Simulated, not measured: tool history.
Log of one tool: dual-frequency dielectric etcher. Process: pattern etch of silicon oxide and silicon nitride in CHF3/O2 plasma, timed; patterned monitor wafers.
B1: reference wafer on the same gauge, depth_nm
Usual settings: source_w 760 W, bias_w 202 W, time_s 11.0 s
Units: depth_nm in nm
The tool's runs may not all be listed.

run 1 day=0.000 | source_w=760 bias_w=202 time_s=11.0 | B1=19.70 | depth_nm=18.79
run 2 day=1.625 | source_w=700 bias_w=202 time_s=11.0 | B1=19.70 | depth_nm=18.29
-- day=3.604 wet clean of the chamber
run 3 day=5.462 | source_w=760 bias_w=202 time_s=11.0 | B1=19.71 | depth_nm=18.67
run 4 day=8.862 | source_w=760 bias_w=202 time_s=11.0 | B1=19.70 | depth_nm=18.68
run 5 day=11.121 | source_w=760 bias_w=202 time_s=11.0 | B1=19.70 | depth_nm=18.73
-- day=13.138 source power generator calibrated
run 6 day=15.162 | source_w=760 bias_w=202 time_s=11.0 | B1=19.70 | depth_nm=18.83
run 7 day=18.271 | source_w=760 bias_w=202 time_s=11.0 | B1=19.70 | depth_nm=18.87
-- day=19.529 bias power generator calibrated
-- day=21.092 wet clean of the chamber
-- day=21.788 upper electrode replaced
run 8 day=21.808 | source_w=760 bias_w=243 time_s=14.5 | B1=19.70 | depth_nm=26.19
run 9 day=24.196 | source_w=760 bias_w=202 time_s=8.0 | B1=19.70 | depth_nm=13.24
run 10 day=28.296 | source_w=660 bias_w=243 time_s=13.0 | B1=19.69 | depth_nm=22.49
run 11 day=30.750 | source_w=760 bias_w=174 time_s=11.0 | B1=19.69 | depth_nm=16.94
-- day=32.638 gauge calibrated
run 12 day=34.771 | source_w=930 bias_w=202 time_s=11.0 | B1=19.71 | depth_nm=19.67

Forecast run 13:
run 13 day=37.158 | source_w=760 bias_w=202 time_s=11.0 | B1=? | depth_nm=?

B1: 19.70
depth_nm: 18.36 nm
Without the tool's hidden state the same run would have given depth_nm 18.10 nm.

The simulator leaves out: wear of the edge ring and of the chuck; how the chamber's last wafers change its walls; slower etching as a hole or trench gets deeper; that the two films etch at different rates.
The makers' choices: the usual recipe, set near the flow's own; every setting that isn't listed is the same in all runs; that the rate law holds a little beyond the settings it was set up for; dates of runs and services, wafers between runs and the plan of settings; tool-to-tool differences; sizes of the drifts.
